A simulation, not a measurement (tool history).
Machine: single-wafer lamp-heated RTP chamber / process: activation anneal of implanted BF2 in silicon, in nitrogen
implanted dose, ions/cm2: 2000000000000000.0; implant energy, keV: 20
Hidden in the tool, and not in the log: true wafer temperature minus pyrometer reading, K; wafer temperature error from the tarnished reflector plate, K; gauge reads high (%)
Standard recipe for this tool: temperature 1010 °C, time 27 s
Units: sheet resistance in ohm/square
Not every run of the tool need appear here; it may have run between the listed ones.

run     day  temperature  time  wafers since the last listed run  wafers since the last pyrometer calibration  wafers since the reflector plate was cleaned  hours since the gauge calibration  read-back reference wafer on the same gauge, sheet resistance  sheet resistance
  1       0         1010    27                                 0                                         2983                                          1960                              175.9                                                         161.89            146.31
  2   1.875         1010    27                               760                                         3744                                          2721                              220.9                                                         162.28            147.62
  3   3.017         1010    27                               463                                         4207                                          3185                              248.3                                                         162.23             147.6
  4   4.979         1010    27                               796                                         5004                                          3981                              295.4                                                         162.27             145.9
        7.7  -- pyrometer window cleaned and pyrometer calibrated
  5   7.721         1010    27                               977                                            9                                          4958                              361.2                                                         162.17            146.69
  6   9.312         1010    27                               645                                          655                                          5604                              399.4                                                         162.05            145.86
  7  10.842         1010    27                               620                                         1275                                          6225                              436.1                                                         161.82            144.43
  8  13.162         1010    27                               941                                         2217                                          7167                              491.8                                                         161.86            143.97
  9  14.962         1010    27                               730                                         2948                                          7897                                535                                                         161.66            143.49
 10  16.083         1010    27                               454                                         3402                                          8352                              561.9                                                          161.9            143.52
 11  17.162         1010    27                               437                                         3840                                          8790                              587.8                                                         162.03            142.83
 12  18.888         1010    27                               700                                         4540                                          9490                              629.2                                                         161.96            142.95
 13  20.733         1022    27                               749                                         5289                                         10239                              673.5                                                         162.02            129.33
       22.3  -- reflector plate cleaned
 14  22.321         1010    27                               508                                         5798                                             8                              711.6                                                         162.13            147.85
     22.671  -- pyrometer window cleaned and pyrometer calibrated
 15  24.504         1010    38                               750                                          743                                           759                                764                                                         161.95            137.56
 16  26.454         1010    38                               791                                         1535                                          1550                              810.8                                                         161.53            137.62
 17  29.083         1010    27                              1066                                         2602                                          2617                              873.9                                                         161.79            147.27
 18  31.371         1010    27                               928                                         3530                                          3545                              928.8                                                         162.07            146.81
     31.417  -- gauge calibrated
 19  32.833          993    19                               593                                         4123                                          4139                                 34                                                         161.92            180.07
 20  35.225         1026    34                               970                                         5094                                          5109                               91.4                                                         162.24             119.7
     37.079  -- pyrometer window cleaned and pyrometer calibrated
 21  38.071          988    37                              1019                                          403                                          6129                              159.7                                                          161.5             167.2
 22  40.446          998    27                               963                                         1366                                          7093                              216.7                                                         162.24             159.2
 23  43.329         1010    27                              1170                                         2537                                          8263                              285.9                                                          161.7            143.76
 24  44.412          997    15                               439                                         2976                                          8703                              311.9                                                         161.85            176.07
 25  47.217         1010    27                              1138                                         4114                                          9841                              379.2                                                         161.72            141.36
 26  48.812         1010    27                               647                                         4762                                         10488                              417.5                                                          161.9             140.4
     49.904  -- pyrometer window cleaned and pyrometer calibrated
 27  51.733         1033    42                              1050                                          742                                         11538                              487.6                                                         161.89            104.51
 28    53.2          991    42                               595                                         1337                                         12134                              522.8                                                         161.55            152.16
 29  54.367         1010    27                               473                                         1811                                         12607                              550.8                                                         161.78            138.89
 30  56.129         1010    27                               715                                         2526                                         13322                              593.1                                                         162.13            139.19
     57.162  -- reflector plate cleaned
 31  57.308         1031    39                               343                                         2869                                            59                              621.4                                                         162.09            115.18
 32  59.596          997    39                               928                                         3798                                           987                              676.3                                                         161.74            156.27
 33  61.004          984    12                               571                                         4369                                          1559                              710.1                                                         162.16            207.35
 34  62.375         1010    27                               556                                         4926                                          2115                                743                                                         162.13            147.38
     63.675  -- pyrometer window cleaned and pyrometer calibrated
 35  65.192         1039    38                              1007                                          616                                          3123                              810.6                                                         161.72            106.93
 36  67.942         1021    16                              1116                                         1732                                          4239                              876.6                                                         162.26            148.47

Give the tool's hidden conditions for every run:
true wafer temperature minus pyrometer reading, K: 0 on each run
gauge reads high (%): 0 on each run
H1: wafer temperature error from the tarnished reflector plate, K
run     H1
  1   1.43
  2   1.91
  3    2.2
  4    2.7
  5    3.4
  6   3.81
  7    4.2
  8   4.79
  9   5.25
 10   5.54
 11   5.81
 12   6.25
 13   6.73
 14  0.547
 15    1.1
 16    1.6
 17   2.27
 18   2.86
 19   3.23
 20   3.84
 21   4.57
 22   5.18
 23   5.91
 24   6.19
 25   6.91
 26   7.31
 27   8.06
 28   8.43
 29   8.73
 30   9.18
 31  0.453
 32   1.04
 33    1.4
 34   1.75
 35   2.47
 36   3.17

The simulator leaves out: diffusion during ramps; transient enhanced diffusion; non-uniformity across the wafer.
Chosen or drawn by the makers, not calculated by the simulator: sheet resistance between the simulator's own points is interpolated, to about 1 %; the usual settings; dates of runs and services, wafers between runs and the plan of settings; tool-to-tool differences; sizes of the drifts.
